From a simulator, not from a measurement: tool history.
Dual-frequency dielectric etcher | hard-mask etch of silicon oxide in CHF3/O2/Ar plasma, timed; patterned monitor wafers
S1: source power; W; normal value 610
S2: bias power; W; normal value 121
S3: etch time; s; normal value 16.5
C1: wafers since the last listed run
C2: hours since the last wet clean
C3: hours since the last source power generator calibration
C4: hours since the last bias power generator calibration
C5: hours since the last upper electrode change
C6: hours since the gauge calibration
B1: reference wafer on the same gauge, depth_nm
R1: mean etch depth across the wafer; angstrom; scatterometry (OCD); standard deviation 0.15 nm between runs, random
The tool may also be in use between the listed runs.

Run 1, hour 0.0: usual settings; C1 0; C2 300.7; C3 1608.5; C4 2791.5; C5 2350.1; C6 87.9; B1 28.91. Result: R1 272.8 angstrom.
Run 2, hour 7.7: usual settings; C1 109; C2 308.4; C3 1616.2; C4 2799.2; C5 2357.8; C6 95.6; B1 28.91. Result: R1 274.3 angstrom.
Run 3, hour 38.3: usual settings; C1 436; C2 339.0; C3 1646.8; C4 2829.8; C5 2388.4; C6 126.2; B1 28.89. Result: R1 273.3 angstrom.
Run 4, hour 55.7: usual settings; C1 248; C2 356.4; C3 1664.2; C4 2847.2; C5 2405.8; C6 143.6; B1 28.88. Result: R1 271.1 angstrom.
Run 5, hour 65.4: usual settings; C1 138; C2 366.1; C3 1673.9; C4 2856.9; C5 2415.5; C6 153.3; B1 28.87. Result: R1 272.8 angstrom.
Run 6, hour 80.4: usual settings but S2 114 W; C1 214; C2 381.1; C3 1688.9; C4 2871.9; C5 2430.5; C6 168.3; B1 28.90. Result: R1 270.2 angstrom.
Run 7, hour 91.1: usual settings but S2 114 W; C1 152; C2 391.8; C3 1699.6; C4 2882.6; C5 2441.2; C6 179.0; B1 28.91. Result: R1 266.9 angstrom.
At hour 110.0: bias power generator calibrated.
Run 8, hour 110.5: usual settings but S2 114 W; C1 219; C2 411.2; C3 1719.0; C4 0.5; C5 2460.6; C6 198.4; B1 28.91. Result: R1 268.7 angstrom.
Run 9, hour 113.3: usual settings; C1 39; C2 414.0; C3 1721.8; C4 3.3; C5 2463.4; C6 201.2; B1 28.88. Result: R1 269.3 angstrom.
Run 10, hour 143.9: usual settings but S1 660 W; C1 436; C2 444.6; C3 1752.4; C4 33.9; C5 2494.0; C6 231.8; B1 28.90. Result: R1 284.5 angstrom.
Run 11, hour 157.0: usual settings but S1 660 W; C1 186; C2 457.7; C3 1765.5; C4 47.0; C5 2507.1; C6 244.9; B1 28.91. Result: R1 284.9 angstrom.
Run 12, hour 170.9: usual settings but S1 560 W; C1 198; C2 471.6; C3 1779.4; C4 60.9; C5 2521.0; C6 258.8; B1 28.88. Result: R1 255.4 angstrom.
Run 13, hour 178.0: usual settings but S1 560 W; C1 101; C2 478.7; C3 1786.5; C4 68.0; C5 2528.1; C6 265.9; B1 28.92. Result: R1 254.9 angstrom.
At hour 206.3: upper electrode replaced, of another model than before.
Run 14, hour 206.8: usual settings; C1 68; C2 507.5; C3 1815.3; C4 96.8; C5 0.5; C6 294.7; B1 28.89. Result: R1 268.9 angstrom.
Run 15, hour 212.9: usual settings but S2 106 W, S3 14.0 s; C1 87; C2 513.6; C3 1821.4; C4 102.9; C5 6.6; C6 300.8; B1 28.90. Result: R1 222.7 angstrom.
At hour 249.8: wet clean of the chamber.
Run 16, hour 250.3: usual settings; C1 191; C2 0.5; C3 1858.8; C4 140.3; C5 44.0; C6 338.2; B1 28.90. Result: R1 280.6 angstrom.
Run 17, hour 250.7: usual settings but S1 690 W, S2 93 W; C1 5; C2 0.9; C3 1859.2; C4 140.7; C5 44.4; C6 338.6; B1 28.91. Result: R1 277.7 angstrom.
Run 18, hour 251.0: usual settings but S2 98 W, S3 21.0 s; C1 4; C2 1.2; C3 1859.5; C4 141.0; C5 44.7; C6 338.9; B1 28.92. Result: R1 344.0 angstrom.
At hour 255.7: source power generator calibrated.
Run 19, hour 264.7: usual settings but S1 750 W, S3 14.5 s; C1 138; C2 14.9; C3 9.0; C4 154.7; C5 58.4; C6 352.6; B1 28.87. Result: R1 266.0 angstrom.
Run 20, hour 279.7: usual settings; C1 214; C2 29.9; C3 24.0; C4 169.7; C5 73.4; C6 367.6; B1 28.90. Result: R1 282.8 angstrom.
At hour 282.0: gauge calibrated.
Run 21, hour 294.9: usual settings; C1 216; C2 45.1; C3 39.2; C4 184.9; C5 88.6; C6 12.9; B1 28.88. Result: R1 277.2 angstrom.
Run 22, hour 303.4: usual settings but S1 480 W, S3 14.0 s; C1 121; C2 53.6; C3 47.7; C4 193.4; C5 97.1; C6 21.4; B1 28.91. Result: R1 220.5 angstrom.
Run 23, hour 312.8: usual settings but S1 500 W, S3 21.0 s; C1 134; C2 63.0; C3 57.1; C4 202.8; C5 106.5; C6 30.8; B1 28.88. Result: R1 335.3 angstrom.
Run 24, hour 328.4: usual settings but S2 150 W, S3 11.5 s; C1 222; C2 78.6; C3 72.7; C4 218.4; C5 122.1; C6 46.4; B1 28.91. Result: R1 203.1 angstrom.
Run 25, hour 339.2: usual settings; C1 154; C2 89.4; C3 83.5; C4 229.2; C5 132.9; C6 57.2; B1 28.91. Result: R1 276.2 angstrom.
Run 26, hour 371.9: usual settings but S1 490 W, S2 102 W, S3 14.5 s; C1 466; C2 122.1; C3 116.2; C4 261.9; C5 165.6; C6 89.9; B1 28.92. Result: R1 218.6 angstrom.
Run 27, hour 380.1: usual settings but S1 560 W, S2 92 W, S3 19.5 s; C1 116; C2 130.3; C3 124.4; C4 270.1; C5 173.8; C6 98.1; B1 28.89. Result: R1 303.3 angstrom.
Run 28, hour 397.2: usual settings but S1 710 W, S2 137 W; C1 243; C2 147.4; C3 141.5; C4 287.2; C5 190.9; C6 115.2; B1 28.90. Result: R1 300.6 angstrom.
Run 29, hour 406.5: usual settings but S1 540 W, S2 93 W; C1 132; C2 156.7; C3 150.8; C4 296.5; C5 200.2; C6 124.5; B1 28.91. Result: R1 253.8 angstrom.
Run 30, hour 419.8: usual settings but S2 132 W; C1 189; C2 170.0; C3 164.1; C4 309.8; C5 213.5; C6 137.8; B1 28.89. Result: R1 282.0 angstrom.

Predict each of these 4 candidate next runs independently; none follows another, all start after run 30:
Run A, hour 420.2: usual settings but S1 650 W; C1 5; C2 170.4; C3 164.5; C4 310.2; C5 213.9; C6 138.2; B1 ?. Result: R1 ?.
Run B, hour 420.2: usual settings but S1 690 W, S2 106 W; C1 5; C2 170.4; C3 164.5; C4 310.2; C5 213.9; C6 138.2; B1 ?. Result: R1 ?.
Run C, hour 420.2: usual settings but S1 700 W, S2 130 W, S3 21.0 s; C1 5; C2 170.4; C3 164.5; C4 310.2; C5 213.9; C6 138.2; B1 ?. Result: R1 ?.
Run D, hour 420.2: usual settings but S1 490 W, S2 136 W, S3 12.5 s; C1 5; C2 170.4; C3 164.5; C4 310.2; C5 213.9; C6 138.2; B1 ?. Result: R1 ?.

run     B1     R1
  A  28.92  280.5
  B  28.92  278.9
  C  28.92  371.0
  D  28.92  199.3
With no hidden state in the tool, these same runs would have given:
run     R1
  A  286.0
  B  284.3
  C  378.2
  D  203.2

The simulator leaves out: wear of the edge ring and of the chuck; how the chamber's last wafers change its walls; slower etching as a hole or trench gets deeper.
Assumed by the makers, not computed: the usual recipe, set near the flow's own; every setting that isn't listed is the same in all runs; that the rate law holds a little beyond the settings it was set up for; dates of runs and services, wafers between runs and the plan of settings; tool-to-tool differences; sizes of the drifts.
